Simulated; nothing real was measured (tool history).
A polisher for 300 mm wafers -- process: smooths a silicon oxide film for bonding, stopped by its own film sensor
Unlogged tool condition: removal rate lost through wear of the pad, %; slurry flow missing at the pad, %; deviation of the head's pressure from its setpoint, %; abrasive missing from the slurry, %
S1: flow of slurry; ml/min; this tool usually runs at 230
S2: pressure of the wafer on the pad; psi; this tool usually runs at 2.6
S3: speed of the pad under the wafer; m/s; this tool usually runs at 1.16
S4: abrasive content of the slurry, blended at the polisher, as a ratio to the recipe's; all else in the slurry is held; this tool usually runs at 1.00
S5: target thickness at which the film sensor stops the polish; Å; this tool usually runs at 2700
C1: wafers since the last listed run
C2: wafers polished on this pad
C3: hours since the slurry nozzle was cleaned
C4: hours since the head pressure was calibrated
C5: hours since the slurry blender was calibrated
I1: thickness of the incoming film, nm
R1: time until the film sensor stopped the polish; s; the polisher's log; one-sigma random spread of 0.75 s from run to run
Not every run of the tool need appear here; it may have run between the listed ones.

| run | hour | S1 | S2 | S3 | S4 | S5 | C1 | C2 | C3 | C4 | C5 | I1 | R1 |
|---|---|---|---|---|---|---|---|---|---|---|---|---|---|
| 1 | 0.0 | 230 | 2.4 | 1.16 | 1.00 | 2700 | 0 | 362 | 85.1 | 329.1 | 145.3 | 305.0 | 40.2 |
| 2 | 33.6 | 230 | 2.4 | 1.16 | 1.00 | 2700 | 411 | 774 | 118.7 | 362.7 | 178.9 | 309.1 | 46.2 |
| 3 | 48.7 | 230 | 2.4 | 1.16 | 1.00 | 2700 | 184 | 959 | 133.8 | 377.8 | 194.0 | 309.1 | 45.6 |
| 4 | 75.4 | 230 | 2.6 | 1.16 | 1.00 | 2700 | 327 | 1286 | 160.5 | 404.5 | 220.7 | 306.1 | 39.7 |
|  | 85.6 | slurry blender recalibrated |
| 5 | 94.1 | 230 | 2.6 | 1.16 | 1.00 | 2700 | 204 | 1490 | 179.2 | 423.2 | 8.5 | 313.6 | 42.4 |
| 6 | 122.7 | 230 | 2.6 | 1.16 | 1.00 | 2670 | 350 | 1841 | 207.8 | 451.8 | 37.1 | 311.5 | 45.2 |
| 7 | 147.1 | 230 | 2.6 | 1.16 | 1.00 | 2670 | 298 | 2140 | 232.2 | 476.2 | 61.5 | 309.9 | 43.2 |
|  | 158.9 | worn pad replaced by a new one |
| 8 | 162.5 | 230 | 3.0 | 1.16 | 1.00 | 2700 | 139 | 44 | 247.6 | 491.6 | 76.9 | 310.2 | 35.8 |
| 9 | 177.6 | 230 | 1.9 | 1.16 | 1.00 | 2700 | 184 | 229 | 262.7 | 506.7 | 92.0 | 311.5 | 58.2 |
| 10 | 212.0 | 230 | 1.9 | 1.16 | 1.00 | 2700 | 421 | 650 | 297.1 | 541.1 | 126.4 | 313.1 | 61.6 |
| 11 | 245.6 | 230 | 1.9 | 1.16 | 1.00 | 2700 | 411 | 1062 | 330.7 | 574.7 | 160.0 | 314.5 | 65.5 |
|  | 270.7 | slurry blender recalibrated |
| 12 | 271.2 | 230 | 2.6 | 1.00 | 1.00 | 2700 | 289 | 1351 | 356.3 | 600.3 | 0.5 | 306.1 | 39.8 |
|  | 284.8 | slurry nozzle cleaned |
| 13 | 289.4 | 230 | 2.6 | 1.00 | 1.00 | 2700 | 210 | 1562 | 4.6 | 618.5 | 18.7 | 311.7 | 44.3 |
|  | 315.4 | worn pad replaced by a new one |
| 14 | 315.9 | 290 | 2.6 | 1.16 | 1.00 | 2700 | 275 | 5 | 31.1 | 645.0 | 45.2 | 303.7 | 33.2 |
| 15 | 338.6 | 290 | 2.2 | 0.80 | 1.00 | 2650 | 278 | 283 | 53.8 | 667.7 | 67.9 | 310.3 | 71.6 |
| 16 | 352.6 | 230 | 2.6 | 1.34 | 0.85 | 2700 | 171 | 455 | 67.8 | 681.7 | 81.9 | 315.6 | 46.3 |
| 17 | 380.6 | 205 | 2.6 | 1.16 | 1.00 | 2700 | 343 | 798 | 95.8 | 709.7 | 109.9 | 312.4 | 44.3 |
| 18 | 411.8 | 230 | 2.6 | 1.16 | 1.00 | 2700 | 382 | 1180 | 127.0 | 740.9 | 141.1 | 308.3 | 39.7 |
| 19 | 424.6 | 290 | 3.0 | 1.16 | 1.00 | 2590 | 156 | 1337 | 139.8 | 753.7 | 153.9 | 310.9 | 45.9 |
| 20 | 454.8 | 290 | 3.1 | 1.16 | 0.85 | 2640 | 369 | 1707 | 170.0 | 783.9 | 184.1 | 312.7 | 45.4 |
|  | 470.5 | slurry blender recalibrated |
| 21 | 474.1 | 230 | 2.6 | 1.16 | 1.20 | 2660 | 211 | 1919 | 189.3 | 803.2 | 3.6 | 303.8 | 33.5 |
|  | 482.0 | head pressure recalibrated |
| 22 | 486.7 | 230 | 2.6 | 1.16 | 1.00 | 2700 | 129 | 2049 | 201.9 | 4.7 | 16.2 | 310.8 | 41.2 |
|  | 496.0 | worn pad replaced by a new one |
| 23 | 514.1 | 230 | 2.6 | 1.16 | 1.30 | 2700 | 286 | 221 | 229.3 | 32.1 | 43.6 | 310.2 | 36.9 |
| 24 | 537.3 | 230 | 2.6 | 1.46 | 1.00 | 2700 | 284 | 505 | 252.5 | 55.3 | 66.8 | 309.8 | 34.6 |
| 25 | 570.7 | 255 | 2.6 | 1.16 | 1.00 | 2840 | 409 | 915 | 285.9 | 88.7 | 100.2 | 305.9 | 22.6 |
| 26 | 598.1 | 190 | 2.6 | 1.16 | 1.20 | 2700 | 335 | 1250 | 313.3 | 116.1 | 127.6 | 307.1 | 36.7 |
|  | 645.3 | worn pad replaced by a new one |
| 27 | 645.8 | 250 | 2.6 | 1.02 | 1.00 | 2780 | 535 | 5 | 361.0 | 163.8 | 175.3 | 310.9 | 38.2 |
|  | 648.4 | slurry nozzle cleaned |
| 28 | 664.6 | 270 | 2.6 | 1.32 | 1.00 | 2700 | 218 | 223 | 16.2 | 182.6 | 194.1 | 307.4 | 36.0 |
|  | 677.4 | slurry blender recalibrated |
| 29 | 679.8 | 230 | 2.6 | 1.16 | 1.00 | 2700 | 161 | 385 | 31.4 | 197.8 | 2.4 | 304.5 | 32.6 |
| 30 | 696.2 | 230 | 2.6 | 1.00 | 1.00 | 2820 | 200 | 586 | 47.8 | 214.2 | 18.8 | 307.2 | 27.8 |
| 31 | 718.6 | 205 | 2.6 | 1.16 | 1.15 | 2810 | 274 | 860 | 70.2 | 236.6 | 41.2 | 315.1 | 31.8 |

Each row is a separate what-if for the run after 31, all from the same tool condition, not one after another. Results?
| A | 719.0 | 230 | 2.6 | 0.86 | 1.00 | 2700 | 4 | 865 | 70.6 | 237.0 | 41.6 | 308.6 | ? |
| B | 719.0 | 230 | 2.6 | 1.16 | 0.85 | 2700 | 4 | 865 | 70.6 | 237.0 | 41.6 | 308.6 | ? |
| C | 719.0 | 230 | 3.0 | 1.28 | 1.00 | 2750 | 4 | 865 | 70.6 | 237.0 | 41.6 | 308.6 | ? |

| run | R1 |
|---|---|
| A | 48.0 |
| B | 40.9 |
| C | 26.4 |
Without the tool's unlogged condition, the same runs would have read:
| run | R1 |
|---|---|
| A | 45.9 |
| B | 38.9 |
| C | 25.2 |

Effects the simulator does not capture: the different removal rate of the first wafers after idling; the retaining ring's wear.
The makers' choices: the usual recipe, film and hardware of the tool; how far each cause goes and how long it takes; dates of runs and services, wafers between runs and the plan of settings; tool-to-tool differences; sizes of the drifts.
